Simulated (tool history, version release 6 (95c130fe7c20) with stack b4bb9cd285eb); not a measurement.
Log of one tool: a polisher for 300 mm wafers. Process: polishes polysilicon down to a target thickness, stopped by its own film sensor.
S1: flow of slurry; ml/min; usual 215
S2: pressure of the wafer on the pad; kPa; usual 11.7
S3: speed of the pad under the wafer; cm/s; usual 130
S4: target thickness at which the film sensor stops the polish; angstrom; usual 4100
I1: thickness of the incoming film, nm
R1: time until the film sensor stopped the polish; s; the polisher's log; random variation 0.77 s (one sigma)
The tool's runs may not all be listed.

run,hour,S1,S2,S3,S4,I1,R1
1,0,215,10.3,130,4100,792,70.4
# hour 2.8: worn pad replaced by a new one
2,65.2,215,10.3,130,4100,808.2,68.3
3,90.7,215,11.7,130,4100,802.9,59.7
4,138,215,11.7,130,4100,792.5,60.1
5,188.6,215,11.7,130,4100,801.6,62.3
# hour 223.2: head pressure recalibrated
6,227.2,190,11.7,130,4100,798.1,62.2
# hour 343.4: worn pad replaced by a new one
7,438.2,215,11.7,130,4100,811.6,63
8,463.7,215,11.7,130,4100,805.2,62.1
9,530.2,215,11.7,130,4100,804.8,65.4
10,577.7,215,11.7,130,4100,811.8,64.3
11,604.6,215,11.7,130,4100,791.2,62.5
# hour 617.7: slurry nozzle cleaned
12,651.8,215,11.7,130,4100,808.7,68.2
# hour 681.7: worn pad replaced by a new one
13,689.8,215,11.7,130,4100,811.8,60.7
# hour 693: head pressure recalibrated
14,725.1,195,11.7,130,4620,811.5,53.7
15,791.7,195,11.7,130,4620,794.8,51.5
16,834.5,215,11.7,130,4100,811,61.2
17,869.3,275,9,154,3410,801.1,77.5
18,930.9,280,8.3,130,4100,796.5,80.1
19,1047.1,215,8.3,92,4100,797.9,108.7
# hour 1059.2: worn pad replaced by a new one
20,1112.5,215,11.7,130,4100,786.8,56.4
# hour 1115.7: head pressure recalibrated
21,1159.6,155,11.7,130,4100,803.1,63.8
22,1224,215,11.7,130,4100,799.8,62.1
23,1257,250,14.5,162,5430,786.8,27.3
# hour 1276: slurry nozzle cleaned
24,1292,240,11.7,130,3170,791,76
25,1415.9,145,9.7,164,4520,788.8,58.8
# hour 1461.1: worn pad replaced by a new one
26,1461.6,215,15.9,130,5440,793.3,28.1
# hour 1491.1: head pressure recalibrated
27,1496.8,165,9.7,152,5220,809.4,48.7
28,1523.6,145,10.3,130,5080,805.7,53.3
29,1564.5,280,10.3,142,5290,794.8,42
30,1614.5,215,11.7,130,4100,800.5,62.7
31,1686.3,195,11.7,130,4620,797.8,55.2
32,1756.6,240,14.5,104,4100,802.4,62.3
# hour 1785.3: worn pad replaced by a new one
33,1786,215,11.7,130,4600,794.5,50.8

Measured less the same run without the tool's hidden state. The same run-to-run variation is in both; the gauge's scatter may not be:
The hidden state here: removal rate lost through wear of the pad, %; slurry flow missing at the pad, %; deviation of the head's pressure from its setpoint, %.
run,R1
1,+8.7
2,+1.6
3,+1.9
4,+2.9
5,+4
6,+4.9
7,+3
8,+3.5
9,+5.1
10,+6
11,+6.4
12,+8.1
13,+0.7
14,+1.3
15,+2.3
16,+3.7
17,+5.6
18,+7.5
19,+14.3
20,+1.4
21,+2.6
22,+3.8
23,+2
24,+6.4
25,+7.4
26,+0.3
27,+1.2
28,+1.8
29,+2
30,+4
31,+4.9
32,+7
33,+0.2
